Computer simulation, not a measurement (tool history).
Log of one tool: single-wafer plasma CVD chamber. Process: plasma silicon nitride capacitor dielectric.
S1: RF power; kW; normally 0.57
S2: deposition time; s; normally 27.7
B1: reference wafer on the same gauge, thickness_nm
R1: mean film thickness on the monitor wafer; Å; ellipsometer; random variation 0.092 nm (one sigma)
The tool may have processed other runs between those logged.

run    hour     S1    S2      B1      R1
  1       0   0.57  27.7  37.911  443.47
  2    45.7   0.57  27.7  37.904  443.98
  3    99.5   0.57  27.7  37.867  443.18
  4   159.1   0.63  27.7   37.89  453.31
  5     215   0.63  27.7  37.905     451
  6   268.9   0.57  27.7  37.864  440.33
  7   334.6   0.57  27.7  37.885  441.67
  8   379.6   0.57  27.7  37.877  441.97
  9     413   0.57  27.7  37.901   441.2
 10   456.6   0.57  27.7  37.901  441.11
 11   512.9   0.57  27.7  37.878   440.9
 12     583   0.57  27.7  37.911  438.91
 13   626.7   0.57  27.7  37.893  440.93
 14   678.1   0.57  27.7  37.879  440.17
 15   718.4   0.57  27.7  37.907  438.91
      728.7  -- RF generator calibrated
 16   749.6  0.655  30.2  37.917  488.12
 17   816.7  0.605  30.5  37.877  485.53
      850.6  -- showerhead replaced
 18   853.8   0.54  29.7  37.909  461.19
 19   900.4   0.52  24.1  37.897  371.21
      924.2  -- RF generator calibrated, repeated, since the last time left the tool worse
 20   936.7   0.53  24.6  37.898  387.56
      969.2  -- gauge calibrated
 21   973.5   0.53  24.3  37.908  382.68
 22  1033.5  0.465  29.8  37.895  456.49
 23  1216.7    0.5  25.7  37.892   398.9
 24  1257.7   0.57  27.7  37.914  442.25
 25    1294   0.57  27.7  37.882  442.25
 26  1359.1   0.57  27.7  37.901   441.1
 27  1392.8  0.535  27.7  37.875  436.12
 28  1457.3  0.685  31.3  37.891  517.93
 29  1487.6   0.65  25.9  37.908  423.42
 30  1516.7   0.53  25.9   37.92  404.72
 31  1544.6   0.51  30.2  37.912  468.03

Consider 5 possible next runs. They are alternatives, not a sequence: every one starts from the tool as it was left by run 31. What does each give?
  A  1545  0.57  27.7   ?   ?
  B  1545  0.47  31.2   ?   ?
  C  1545  0.52  31.9   ?   ?
  D  1545  0.63  22.7   ?   ?
  E  1545  0.61  30.1   ?   ?

run     B1      R1
  A  37.91  442.33
  B  37.91  479.06
  C  37.91  499.82
  D  37.91  370.28
  E  37.91   487.6
Without the tool's unlogged condition, the same runs would have read:
run      R1
  A  446.75
  B  483.84
  C  504.82
  D  373.99
  E  492.48
